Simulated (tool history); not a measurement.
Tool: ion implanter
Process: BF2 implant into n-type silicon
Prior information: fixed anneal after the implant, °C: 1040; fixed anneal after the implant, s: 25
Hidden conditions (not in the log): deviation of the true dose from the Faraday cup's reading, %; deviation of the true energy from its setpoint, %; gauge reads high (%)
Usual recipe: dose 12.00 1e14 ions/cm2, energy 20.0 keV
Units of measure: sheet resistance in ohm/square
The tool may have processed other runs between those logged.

| run | hour | dose | energy | wafers since the last listed run | hours since the last dose calibration | hours since the extraction supply was calibrated | hours since the gauge calibration | read-back reference wafer on the same gauge, sheet resistance | sheet resistance |
|---|---|---|---|---|---|---|---|---|---|
| 1 | 0.0 | 12.00 | 20.0 | 0 | 483.8 | 3164.7 | 809.7 | 163.15 | 156.60 |
| 2 | 50.2 | 12.00 | 20.0 | 639 | 534.0 | 3214.9 | 859.9 | 163.19 | 157.75 |
| 3 | 118.2 | 12.00 | 20.0 | 866 | 602.0 | 3282.9 | 927.9 | 162.90 | 157.44 |
| 4 | 169.6 | 12.00 | 20.0 | 654 | 653.4 | 3334.3 | 979.3 | 162.75 | 157.53 |
| 5 | 230.7 | 12.00 | 20.0 | 778 | 714.5 | 3395.4 | 1040.4 | 163.02 | 157.68 |
| 6 | 297.4 | 12.00 | 18.5 | 849 | 781.2 | 3462.1 | 1107.1 | 163.17 | 160.90 |
| 7 | 365.0 | 12.00 | 20.0 | 861 | 848.8 | 3529.7 | 1174.7 | 162.84 | 157.30 |
|  | 378.5 | gauge calibrated |
|  | 388.0 | Faraday cup replaced and dose calibrated |
| 8 | 474.1 | 12.00 | 24.5 | 1288 | 86.1 | 3638.8 | 95.6 | 162.98 | 146.43 |
| 9 | 502.2 | 9.44 | 18.0 | 357 | 114.2 | 3666.9 | 123.7 | 163.26 | 181.84 |
| 10 | 532.4 | 9.44 | 18.0 | 384 | 144.4 | 3697.1 | 153.9 | 163.21 | 181.22 |
| 11 | 579.6 | 12.00 | 20.0 | 601 | 191.6 | 3744.3 | 201.1 | 163.12 | 154.17 |
| 12 | 616.6 | 12.00 | 20.0 | 471 | 228.6 | 3781.3 | 238.1 | 163.02 | 155.91 |
| 13 | 644.4 | 12.00 | 20.0 | 354 | 256.4 | 3809.1 | 265.9 | 163.06 | 156.20 |
| 14 | 673.3 | 12.00 | 20.0 | 368 | 285.3 | 3838.0 | 294.8 | 163.04 | 155.91 |
| 15 | 724.1 | 13.38 | 20.0 | 647 | 336.1 | 3888.8 | 345.6 | 162.86 | 149.72 |
| 16 | 758.6 | 12.00 | 20.0 | 439 | 370.6 | 3923.3 | 380.1 | 163.03 | 155.52 |
| 17 | 821.5 | 15.58 | 17.0 | 801 | 433.5 | 3986.2 | 443.0 | 163.05 | 148.23 |
| 18 | 853.4 | 12.00 | 23.0 | 406 | 465.4 | 4018.1 | 474.9 | 163.05 | 150.67 |
| 19 | 881.5 | 12.00 | 20.0 | 357 | 493.5 | 4046.2 | 503.0 | 162.85 | 157.33 |
| 20 | 929.0 | 10.08 | 14.5 | 605 | 541.0 | 4093.7 | 550.5 | 163.05 | 185.94 |
|  | 977.7 | extraction supply calibrated |
| 21 | 980.0 | 10.34 | 17.0 | 547 | 592.0 | 2.3 | 601.5 | 162.96 | 177.14 |
| 22 | 1017.6 | 12.00 | 20.0 | 479 | 629.6 | 39.9 | 639.1 | 162.93 | 157.15 |
| 23 | 1081.4 | 13.45 | 13.5 | 812 | 693.4 | 103.7 | 702.9 | 162.88 | 166.11 |
| 24 | 1121.2 | 12.00 | 20.0 | 507 | 733.2 | 143.5 | 742.7 | 163.24 | 157.61 |
| 25 | 1160.8 | 8.92 | 24.0 | 504 | 772.8 | 183.1 | 782.3 | 163.02 | 180.02 |
| 26 | 1185.2 | 12.00 | 20.0 | 310 | 797.2 | 207.5 | 806.7 | 163.18 | 157.68 |
| 27 | 1256.8 | 9.96 | 22.0 | 912 | 868.8 | 279.1 | 878.3 | 163.03 | 169.01 |
| 28 | 1326.6 | 10.04 | 22.0 | 889 | 938.6 | 348.9 | 948.1 | 163.12 | 169.39 |
| 29 | 1362.0 | 8.79 | 20.0 | 450 | 974.0 | 384.3 | 983.5 | 162.83 | 187.92 |
|  | 1391.0 | Faraday cup replaced and dose calibrated |
| 30 | 1413.5 | 12.00 | 20.0 | 554 | 22.5 | 435.8 | 1035.0 | 162.81 | 153.73 |
| 31 | 1440.1 | 14.48 | 15.5 | 338 | 49.1 | 462.4 | 1061.6 | 162.85 | 155.24 |
| 32 | 1482.8 | 10.70 | 26.5 | 543 | 91.8 | 505.1 | 1104.3 | 162.92 | 153.37 |
| 33 | 1521.8 | 10.47 | 14.5 | 496 | 130.8 | 544.1 | 1143.3 | 163.01 | 180.75 |
| 34 | 1550.6 | 14.35 | 22.5 | 366 | 159.6 | 572.9 | 1172.1 | 162.94 | 139.79 |
| 35 | 1575.1 | 10.12 | 26.0 | 312 | 184.1 | 597.4 | 1196.6 | 162.76 | 159.63 |
| 36 | 1618.6 | 9.80 | 26.0 | 554 | 227.6 | 640.9 | 1240.1 | 162.99 | 162.98 |
|  | 1619.0 | gauge calibrated |
| 37 | 1663.6 | 12.00 | 26.5 | 573 | 272.6 | 685.9 | 44.6 | 162.83 | 144.95 |

Had the tool no unlogged condition, and each run kept its random variation, what would the results have been?
| run | sheet resistance |
|---|---|
| 1 | 154.05 |
| 2 | 155.08 |
| 3 | 154.65 |
| 4 | 154.66 |
| 5 | 154.73 |
| 6 | 157.90 |
| 7 | 154.23 |
| 8 | 146.03 |
| 9 | 180.93 |
| 10 | 180.00 |
| 11 | 153.07 |
| 12 | 154.59 |
| 13 | 154.75 |
| 14 | 154.33 |
| 15 | 148.28 |
| 16 | 153.61 |
| 17 | 146.97 |
| 18 | 148.45 |
| 19 | 155.06 |
| 20 | 182.80 |
| 21 | 173.98 |
| 22 | 154.63 |
| 23 | 163.96 |
| 24 | 154.95 |
| 25 | 175.45 |
| 26 | 154.96 |
| 27 | 165.14 |
| 28 | 165.48 |
| 29 | 183.21 |
| 30 | 153.67 |
| 31 | 155.02 |
| 32 | 152.50 |
| 33 | 179.54 |
| 34 | 138.99 |
| 35 | 157.78 |
| 36 | 160.67 |
| 37 | 143.11 |
